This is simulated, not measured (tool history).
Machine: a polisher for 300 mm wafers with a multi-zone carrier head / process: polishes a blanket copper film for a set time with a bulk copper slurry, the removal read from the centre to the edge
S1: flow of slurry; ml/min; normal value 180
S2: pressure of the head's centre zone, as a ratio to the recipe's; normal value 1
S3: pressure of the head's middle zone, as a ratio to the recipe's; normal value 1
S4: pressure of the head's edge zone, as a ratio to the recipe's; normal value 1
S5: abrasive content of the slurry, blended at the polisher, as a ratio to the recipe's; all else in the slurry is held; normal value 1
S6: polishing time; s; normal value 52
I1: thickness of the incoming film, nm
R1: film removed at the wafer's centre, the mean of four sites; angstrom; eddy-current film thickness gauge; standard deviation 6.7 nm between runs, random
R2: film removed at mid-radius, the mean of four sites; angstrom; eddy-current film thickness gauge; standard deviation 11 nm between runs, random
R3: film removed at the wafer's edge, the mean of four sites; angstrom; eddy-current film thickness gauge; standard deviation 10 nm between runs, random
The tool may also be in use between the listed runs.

run,hour,S1,S2,S3,S4,S5,S6,I1,R1,R2,R3
1,0,220,1,1,1,1,52,1949.8,8342,7551,7265
# hour 6.9: worn pad replaced by a new one
2,8,220,1,1,1,1,52,2003.1,8267,7678,7372
3,21.5,180,1,1,0.94,1,52,1950,8034,7228,6911
# hour 24: edge zone pressure recalibrated
# hour 37.2: carrier head's membrane replaced by a new one
4,37.7,180,1,1,0.94,1,52,2010.2,7905,7198,6871
5,43.9,180,1,1,1,1,52,2012,7918,7239,6893
6,57.2,180,1,1,1,1,52,1993.4,8036,7026,7279
7,66.8,180,1,1,1,1,52,1957.2,8015,7410,7164
# hour 70: centre zone pressure recalibrated
# hour 104.9: slurry nozzle cleaned
# hour 106.8: worn pad replaced by a new one
8,119.1,180,1,1,1,1,52,1963.3,8419,7308,7133
9,127.6,120,1,0.95,1,1,52,1950.9,7615,6336,6633
# hour 136.9: centre zone pressure recalibrated, repeated, since the last time left the tool worse
10,142.6,180,1,1,1,1,52,1955,7127,7300,7143
11,155.4,180,1,0.89,1,1,52,1954.8,7240,6594,7179
12,166.6,180,1,1,1,1,65,1979.4,9177,9157,8651
13,175.1,180,1,1,1,1,59,1937.2,8223,8210,8025
# hour 184.6: worn pad replaced by a new one
14,185.1,180,1.09,1,1,1,52,1954.5,7997,7198,7083
15,193.8,180,1,1,1,1,52,1996.1,7301,7315,7088
16,210.4,180,1,1,0.95,1,52,1974.2,7258,7434,7165
17,222.9,180,1,1,1.1,1.25,52,1944.2,7409,7659,7699
18,231.9,180,1.12,1,1,1,52,1997.5,8103,7269,7265
19,246.1,180,0.96,1,1,1,41,1937.8,5472,5736,5613
20,263.3,125,1.05,1,1,1,52,1952.8,7068,6931,6743

Measured minus without-hidden-state, run by run (identical run-to-run variation in each term; gauge scatter may differ):
Unlogged tool condition in this case: removal rate lost through wear of the pad, %; slurry flow missing at the pad, %; deviation of the centre zone's pressure from its setpoint, %; deviation of the edge zone's pressure from its setpoint, %.
run,R1
1,+663
2,+663
3,+653
4,+653
5,+658
6,+677
7,+682
8,+1134
9,+1030
10,-93
11,-86
12,-98
13,-81
14,-70
15,-58
16,-46
17,-37
18,-33
19,-15
20,-7
R2: differs from the measured result by no more than 6 angstrom in any run.
R3: 0 in every run.
